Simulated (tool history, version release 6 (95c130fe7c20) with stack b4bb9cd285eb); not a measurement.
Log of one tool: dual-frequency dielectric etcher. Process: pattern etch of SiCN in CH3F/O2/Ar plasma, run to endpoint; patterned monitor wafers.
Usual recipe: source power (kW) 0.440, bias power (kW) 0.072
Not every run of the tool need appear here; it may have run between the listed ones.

run	hour	source power (kW)	bias power (kW)	incoming incoming film thickness, nm	endpoint time (s)
1	0.0	0.440	0.072	10.73	26.9
2	19.2	0.440	0.072	10.59	26.6
3	32.3	0.440	0.072	10.55	26.4
4	56.3	0.440	0.072	10.62	26.5
5	82.2	0.440	0.079	10.60	25.4
6	110.9	0.440	0.072	10.74	26.5
7	132.5	0.510	0.080	10.59	23.9
8	154.0	0.510	0.080	10.49	23.8
9	179.0	0.440	0.072	10.79	26.8
10	201.8	0.440	0.072	10.66	26.2
# hour 242.3: wet clean of the chamber
11	242.8	0.440	0.072	10.54	26.8
12	243.1	0.440	0.072	10.50	27.0
# hour 247.9: bias power generator calibrated
13	278.1	0.440	0.072	10.58	27.1
14	295.5	0.440	0.072	10.59	27.1
# hour 331.4: upper electrode replaced
15	331.9	0.400	0.072	10.54	27.8
16	338.4	0.520	0.058	10.56	28.1
17	356.4	0.330	0.065	10.66	31.3
18	389.6	0.370	0.087	10.58	26.4
19	421.0	0.380	0.054	10.61	32.6
20	435.0	0.500	0.054	10.48	28.6
# hour 442.1: source power generator calibrated
21	460.7	0.440	0.072	10.62	26.9
22	486.8	0.520	0.055	10.67	28.6
23	516.0	0.350	0.080	10.60	27.5
24	542.3	0.530	0.055	10.57	28.0
25	568.9	0.440	0.072	10.50	26.5
26	588.5	0.440	0.072	10.65	26.6
27	640.8	0.440	0.077	10.55	25.4
28	665.9	0.330	0.088	10.59	26.5

State the hidden condition of the tool at each of the runs:
source power that arrives over what is set, %: 0 at every run
bias power that arrives over what is set, %: 0 at every run
H1: etch rate over this chamber's usual, %
run	H1
1	3.24
2	3.4
3	3.52
4	3.72
5	3.94
6	4.18
7	4.37
8	4.55
9	4.76
10	4.96
11	0.737
12	0.739
13	1.04
14	1.18
15	1.49
16	1.55
17	1.7
18	1.98
19	2.25
20	2.37
21	2.59
22	2.81
23	3.06
24	3.28
25	3.51
26	3.68
27	4.12
28	4.33
